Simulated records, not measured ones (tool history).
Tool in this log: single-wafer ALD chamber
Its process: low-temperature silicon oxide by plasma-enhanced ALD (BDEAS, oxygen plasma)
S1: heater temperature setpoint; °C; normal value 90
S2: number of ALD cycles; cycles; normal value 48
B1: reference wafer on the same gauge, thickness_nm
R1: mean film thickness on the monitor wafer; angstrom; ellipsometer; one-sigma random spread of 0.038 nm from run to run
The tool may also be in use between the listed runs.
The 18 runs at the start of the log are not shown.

run      day   S1  S2     B1     R1
 19   63.233   94  43  8.569  63.63
 20   65.950   90  42  8.568  63.20
 21   68.692   90  51  8.529  76.02
 22   75.383   84  48  8.495  72.24
 23   78.054   85  42  8.470  63.50
      80.062  -- gauge calibrated
 24   88.100   90  48  8.668  72.70
      91.150  -- thermocouple changed; heater temperature recalibrated
 25   96.450  105  48  8.608  69.38
 26  100.546   90  48  8.566  71.57
 27  104.079   96  48  8.553  70.08
 28  108.183   90  48  8.529  71.78
 29  112.117   90  42  8.505  62.83
 30  114.638   95  54  8.496  78.96

3 ways to go on from here, each from the tool as it stands after run 30. What would each give?
  A  114.658  90  44   ?   ?
  B  114.658  95  39   ?   ?
  C  114.658  95  44   ?   ?

run     B1     R1
  A  8.483  64.96
  B  8.483  56.67
  C  8.483  63.93
Without the tool's unlogged condition, the same runs would have read:
run     R1
  A  67.25
  B  58.67
  C  66.19
